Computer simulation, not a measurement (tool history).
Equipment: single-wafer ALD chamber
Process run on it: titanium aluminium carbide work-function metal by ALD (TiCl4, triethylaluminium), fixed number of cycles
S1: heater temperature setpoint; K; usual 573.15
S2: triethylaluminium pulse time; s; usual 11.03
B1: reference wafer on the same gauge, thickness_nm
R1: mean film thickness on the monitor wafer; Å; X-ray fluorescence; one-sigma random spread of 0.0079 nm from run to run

run 1 hour=0 | S1=573.15 S2=11.03 | B1=1.797 | R1=20.08
run 2 hour=40.5 | S1=573.15 S2=11.03 | B1=1.8 | R1=20.29
run 3 hour=128.7 | S1=582.15 S2=8.5 | B1=1.799 | R1=19.15
run 4 hour=183.5 | S1=582.15 S2=8.5 | B1=1.801 | R1=19.23
run 5 hour=236.6 | S1=573.15 S2=11.03 | B1=1.801 | R1=20.06
run 6 hour=342.4 | S1=573.15 S2=11.03 | B1=1.802 | R1=20.19
run 7 hour=449.3 | S1=573.15 S2=11.03 | B1=1.801 | R1=20.01
run 8 hour=490.3 | S1=573.15 S2=11.03 | B1=1.8 | R1=20.05
run 9 hour=596.4 | S1=573.15 S2=11.03 | B1=1.802 | R1=20.03
run 10 hour=663.9 | S1=561.15 S2=11.03 | B1=1.802 | R1=18.92
-- hour=730.4 showerhead replaced, of another model than before
run 11 hour=732.5 | S1=561.15 S2=11.03 | B1=1.803 | R1=18.32
-- hour=785.5 triethylaluminium bottle replaced
run 12 hour=815.1 | S1=561.15 S2=11.03 | B1=1.803 | R1=19.29
run 13 hour=871.6 | S1=579.15 S2=9.33 | B1=1.799 | R1=19.21
-- hour=887.1 thermocouple changed; heater temperature recalibrated
run 14 hour=908.3 | S1=573.15 S2=12.77 | B1=1.798 | R1=20.85
run 15 hour=980.6 | S1=573.15 S2=11.03 | B1=1.798 | R1=20.23
run 16 hour=1031 | S1=573.15 S2=12.98 | B1=1.798 | R1=20.88
run 17 hour=1110 | S1=573.15 S2=11.03 | B1=1.801 | R1=20.16
-- hour=1173 gauge calibrated
run 18 hour=1216.2 | S1=573.15 S2=11.03 | B1=1.8 | R1=19.96
run 19 hour=1288.8 | S1=580.15 S2=9.68 | B1=1.802 | R1=18.9
run 20 hour=1347.3 | S1=582.15 S2=11.03 | B1=1.802 | R1=20.64
run 21 hour=1398.7 | S1=568.15 S2=11.03 | B1=1.798 | R1=19.42
run 22 hour=1458.2 | S1=569.15 S2=11.03 | B1=1.797 | R1=19.49
run 23 hour=1563.4 | S1=573.15 S2=11.03 | B1=1.803 | R1=19.7
run 24 hour=1624.3 | S1=577.15 S2=11.03 | B1=1.799 | R1=20.06

Below are 3 alternative next runs, each starting from the tool's condition after run 24. Predict each:
run A hour=1624.7 | S1=567.15 S2=11.03 | B1=? | R1=?
run B hour=1624.7 | S1=587.15 S2=11.03 | B1=? | R1=?
run C hour=1624.7 | S1=573.15 S2=14.65 | B1=? | R1=?

run=A B1=1.798 R1=19.12
run=B B1=1.798 R1=21.08
run=C B1=1.798 R1=20.9
With no hidden state in the tool, these same runs would have given:
run=A R1=19.95
run=B R1=22
run=C R1=21.01

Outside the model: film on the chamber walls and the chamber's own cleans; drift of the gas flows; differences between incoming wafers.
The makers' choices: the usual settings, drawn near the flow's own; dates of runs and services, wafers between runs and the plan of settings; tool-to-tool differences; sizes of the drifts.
